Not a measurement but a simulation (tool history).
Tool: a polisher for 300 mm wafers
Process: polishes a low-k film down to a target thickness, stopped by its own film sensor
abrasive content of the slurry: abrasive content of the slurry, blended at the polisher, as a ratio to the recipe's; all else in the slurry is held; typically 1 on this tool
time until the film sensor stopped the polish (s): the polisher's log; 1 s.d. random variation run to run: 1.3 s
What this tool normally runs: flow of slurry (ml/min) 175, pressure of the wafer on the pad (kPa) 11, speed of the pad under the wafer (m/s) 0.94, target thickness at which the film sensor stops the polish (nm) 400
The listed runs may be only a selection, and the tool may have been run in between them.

run   hour  flow of slurry (ml/min)  pressure of the wafer on the pad (kPa)  speed of the pad under the wafer (m/s)  abrasive content of the slurry  target thickness at which the film sensor stops the polish (nm)  incoming thickness of the incoming film, nm  time until the film sensor stopped the polish (s)
  1      0                      175                                      11                                    1.04                               1                                                              400                                        429.1                                               68.6
        22  -- slurry blender recalibrated
  2   67.9                      175                                      11                                    0.94                               1                                                              400                                        427.8                                               70.1
  3   82.9                      175                                      11                                    0.94                               1                                                              400                                        432.6                                               81.6
        92  -- worn pad replaced by a new one
  4  110.2                      175                                      11                                    0.94                               1                                                              400                                        429.1                                               71.7
  5    126                      175                                      11                                    0.94                               1                                                              400                                        431.3                                               78.5
     132.1  -- conditioning disc replaced and pad reconditioned
  6  150.3                      205                                      11                                    0.94                               1                                                              400                                        428.9                                               70.7
     153.7  -- slurry blender recalibrated
  7  185.6                      205                                      11                                    0.94                               1                                                              400                                        438.8                                               94.7
  8  205.6                      175                                      11                                    0.94                               1                                                              400                                        432.2                                               81.3
     229.6  -- worn pad replaced by a new one
  9  237.7                      175                                      11                                    0.94                               1                                                              400                                        427.3                                               67.6
 10  254.5                      175                                      11                                    0.94                               1                                                              400                                        424.8                                               59.3
     255.7  -- slurry nozzle cleaned
 11  266.6                      215                                      11                                    0.94                             1.2                                                              400                                        430.7                                               64.8
     296.2  -- slurry blender recalibrated
 12  296.7                      215                                      11                                    0.94                             1.2                                                              400                                        422.6                                               50.2
 13  309.7                      175                                     6.9                                    0.64                               1                                                              400                                        435.4                                              184.1
     320.8  -- head pressure recalibrated
 14  328.9                      175                                      11                                    0.94                             1.1                                                              400                                        432.2                                               82.2
     350.2  -- worn pad replaced by a new one
     354.3  -- conditioning disc replaced and pad reconditioned
 15  359.9                      225                                    13.8                                    0.74                               1                                                              400                                        431.9                                               80.6
 16  372.2                      135                                      11                                     0.7                            1.25                                                              400                                        429.6                                               97.3
 17  393.2                      220                                    13.8                                    0.94                               1                                                              400                                        435.6                                               72.3
 18  410.4                      175                                      11                                    1.04                               1                                                              400                                        432.5                                               79.8
 19  431.1                      175                                     8.3                                    0.94                             0.9                                                              409                                        433.1                                               88.5
     447.4  -- slurry blender recalibrated
 20  457.1                      175                                      11                                    0.94                               1                                                              400                                        438.8                                              102.5
 21  483.3                      175                                     6.9                                    0.64                               1                                                              400                                        437.5                                              216.1
     488.6  -- worn pad replaced by a new one
 22  516.1                      175                                     8.3                                    0.94                            1.15                                                              400                                        430.4                                               99.5
 23  551.1                      140                                      11                                    0.94                               1                                                              400                                        435.1                                               96.4
     577.7  -- conditioning disc replaced and pad reconditioned
     587.3  -- slurry blender recalibrated
     603.1  -- worn pad replaced by a new one
 24  618.4                      120                                      11                                    0.76                            1.25                                                              394                                        432.7                                              114.7
 25  631.9                      215                                    14.5                                    0.94                             1.2                                                              400                                          428                                               47.2

Forecast each of these 4 alternatives for the next run:
  A  632.3                      175                                      11                                    0.94                               1                                                              400                                        425.7                                                  ?
  B  632.3                      195                                      11                                    0.94                            1.15                                                              400                                        425.7                                                  ?
  C  632.3                      175                                    14.5                                    1.12                               1                                                              392                                        425.7                                                  ?
  D  632.3                      125                                      11                                    0.94                               1                                                              400                                        425.7                                                  ?

run  time until the film sensor stopped the polish (s)
  A                                               65.6
  B                                               60.7
  C                                                 57
  D                                                 70
With the hidden condition removed and each run's random variation left untouched, the same runs would have given:
run  time until the film sensor stopped the polish (s)
  A                                               70.3
  B                                                 65
  C                                               61.1
  D                                               75.1
